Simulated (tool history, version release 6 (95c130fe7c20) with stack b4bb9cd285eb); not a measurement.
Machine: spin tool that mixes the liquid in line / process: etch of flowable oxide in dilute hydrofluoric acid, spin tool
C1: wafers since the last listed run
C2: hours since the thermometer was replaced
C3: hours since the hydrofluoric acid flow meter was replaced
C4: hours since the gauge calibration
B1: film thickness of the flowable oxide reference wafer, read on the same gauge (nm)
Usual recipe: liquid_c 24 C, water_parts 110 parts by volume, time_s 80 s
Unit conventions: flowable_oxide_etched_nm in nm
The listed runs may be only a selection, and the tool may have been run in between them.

Run 1, hour 0: usual settings; C1 0; C2 1472.2; C3 234; C4 1729.3; B1 140.02. Result: flowable_oxide_etched_nm 24.08 nm.
Run 2, hour 42.2: usual settings; C1 344; C2 1514.4; C3 276.2; C4 1771.5; B1 140.03. Result: flowable_oxide_etched_nm 24.24 nm.
Run 3, hour 182.2: usual settings but water_parts 135 parts by volume; C1 1143; C2 1654.4; C3 416.2; C4 1911.5; B1 140.03. Result: flowable_oxide_etched_nm 19.16 nm.
Run 4, hour 253.3: usual settings; C1 580; C2 1725.5; C3 487.3; C4 1982.6; B1 139.98. Result: flowable_oxide_etched_nm 23.98 nm.
Run 5, hour 353.1: usual settings; C1 814; C2 1825.3; C3 587.1; C4 2082.4; B1 140.01. Result: flowable_oxide_etched_nm 24.06 nm.
Run 6, hour 458: usual settings; C1 856; C2 1930.2; C3 692; C4 2187.3; B1 140.01. Result: flowable_oxide_etched_nm 23.89 nm.
Run 7, hour 508.9: usual settings; C1 415; C2 1981.1; C3 742.9; C4 2238.2; B1 140.01. Result: flowable_oxide_etched_nm 23.82 nm.
Run 8, hour 550: usual settings; C1 335; C2 2022.2; C3 784; C4 2279.3; B1 139.99. Result: flowable_oxide_etched_nm 23.83 nm.
Run 9, hour 592.7: usual settings; C1 348; C2 2064.9; C3 826.7; C4 2322; B1 139.99. Result: flowable_oxide_etched_nm 23.49 nm.
At hour 620: hydrofluoric acid flow meter replaced.
Run 10, hour 686.2: usual settings; C1 755; C2 2158.4; C3 66.2; C4 2415.5; B1 139.98. Result: flowable_oxide_etched_nm 24.69 nm.
Run 11, hour 749.6: usual settings; C1 517; C2 2221.8; C3 129.6; C4 2478.9; B1 140. Result: flowable_oxide_etched_nm 24.63 nm.
Run 12, hour 934.4: usual settings but liquid_c 28.5 C, water_parts 140 parts by volume, time_s 35 s; C1 1509; C2 2406.6; C3 314.4; C4 2663.7; B1 139.99. Result: flowable_oxide_etched_nm 9.64 nm.
Run 13, hour 1036: usual settings but liquid_c 27 C, water_parts 140 parts by volume, time_s 130 s; C1 829; C2 2508.2; C3 416; C4 2765.3; B1 140.03. Result: flowable_oxide_etched_nm 33.31 nm.
Run 14, hour 1137: usual settings but water_parts 160 parts by volume, time_s 105 s; C1 824; C2 2609.2; C3 517; C4 2866.3; B1 139.96. Result: flowable_oxide_etched_nm 20.43 nm.
At hour 1236.6: thermometer replaced.
Run 15, hour 1279.5: usual settings but water_parts 80 parts by volume; C1 1155; C2 42.9; C3 659.5; C4 3008.8; B1 139.98. Result: flowable_oxide_etched_nm 34.07 nm.
Run 16, hour 1350.2: usual settings; C1 577; C2 113.6; C3 730.2; C4 3079.5; B1 140.03. Result: flowable_oxide_etched_nm 24.12 nm.
Run 17, hour 1429.5: usual settings but water_parts 80 parts by volume, time_s 35 s; C1 647; C2 192.9; C3 809.5; C4 3158.8; B1 140.01. Result: flowable_oxide_etched_nm 14.87 nm.
Run 18, hour 1495.1: usual settings but time_s 115 s; C1 535; C2 258.5; C3 875.1; C4 3224.4; B1 139.98. Result: flowable_oxide_etched_nm 34.11 nm.

For run 19, what comes out?
At hour 1563.6: hydrofluoric acid flow meter replaced.
Run 19, hour 1634.4: usual settings; C1 1129; C2 397.8; C3 70.8; C4 3363.7; B1 ?. Result: flowable_oxide_etched_nm ?.

Run 19 produced B1 140.03, flowable_oxide_etched_nm 24.54 nm.
The same run, on a tool lacking any hidden state, would have yielded flowable_oxide_etched_nm 24.63 nm.

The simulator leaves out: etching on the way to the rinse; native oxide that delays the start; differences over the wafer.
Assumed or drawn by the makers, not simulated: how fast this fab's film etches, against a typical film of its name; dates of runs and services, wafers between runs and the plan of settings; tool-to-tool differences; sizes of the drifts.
